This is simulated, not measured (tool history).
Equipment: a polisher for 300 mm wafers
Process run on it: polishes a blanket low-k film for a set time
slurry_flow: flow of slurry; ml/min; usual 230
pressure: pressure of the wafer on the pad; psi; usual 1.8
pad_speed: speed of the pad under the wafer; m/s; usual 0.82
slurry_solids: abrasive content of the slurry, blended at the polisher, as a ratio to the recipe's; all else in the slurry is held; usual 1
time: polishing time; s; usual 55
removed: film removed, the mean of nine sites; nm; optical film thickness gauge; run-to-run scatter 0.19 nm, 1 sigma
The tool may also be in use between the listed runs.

run,day,slurry_flow,pressure,pad_speed,slurry_solids,time,"incoming thickness of the incoming film, nm",removed
1,0,230,1.8,0.7,0.8,55,382.6,16.1
# day 1.021: conditioning disc replaced and pad reconditioned
2,2.221,230,1.8,0.82,1,55,380.6,19.2
3,4.696,230,1.8,0.82,1,55,374.6,19.3
4,8.179,230,1.8,0.82,1,55,375.8,19.1
5,10.125,275,1.8,0.96,1.3,55,376.1,24.5
6,11.646,295,1.8,1,1,55,376,22.4
# day 11.896: slurry nozzle cleaned
7,14.654,230,1.8,0.82,1,55,376.9,20.8
# day 14.833: slurry blender recalibrated
8,16.888,230,1.8,0.82,1.1,37,385.2,14.4
9,19.867,230,2.2,0.82,0.85,55,386.6,23.2
# day 21.267: worn pad replaced by a new one
10,23.308,230,2.3,0.82,1.15,61,374.3,30.2
11,26.1,230,1.2,0.56,0.7,70,385.9,11.6
# day 26.479: conditioning disc replaced and pad reconditioned
12,28.608,230,1.8,0.82,1,47,383.6,17.2
13,32.1,305,1.5,0.82,1,70,374.5,22.2
# day 35.525: slurry nozzle cleaned
14,36.233,230,1.8,0.82,1,55,379.4,21.1
15,39.396,260,2,0.9,1,55,377.7,25.1
# day 40.692: slurry blender recalibrated
16,44.188,230,1.8,0.6,1.2,37,376.6,12.3
# day 46.975: worn pad replaced by a new one
# day 48.042: head pressure recalibrated
17,48.479,150,1.8,0.6,1,37,379.4,9.6
18,52.125,230,1.5,0.64,0.9,55,378.7,13.1
# day 52.717: conditioning disc replaced and pad reconditioned
19,55.975,280,2.1,0.82,0.85,62,385.8,24.8
20,57.775,230,1.8,0.56,1,55,385.7,14.8
21,61.1,230,1.8,0.82,1,55,380.8,19
# day 62.517: slurry blender recalibrated
# day 62.704: slurry nozzle cleaned
22,63.221,230,1.8,0.96,1,39,376.7,16.4
23,67.233,310,1.8,0.98,0.7,69,378.7,26.3
24,69.046,230,1.8,0.82,1,55,385.3,20.5
25,72.125,275,1.8,0.96,1.3,55,387.5,25.9

Forecast each of these 4 alternatives for the next run:
A,72.142,230,1.8,0.68,1,55,380.4,?
B,72.142,230,1.8,0.82,0.85,55,380.4,?
C,72.142,230,2,0.82,1.1,38,380.4,?
D,72.142,255,2.3,0.58,1.25,55,380.4,?

run,removed
A,18.5
B,19.5
C,16.6
D,23.7
With the hidden condition removed and each run's random variation left untouched, the same runs would have given:
run,removed
A,17.8
B,18.8
C,16
D,22.8
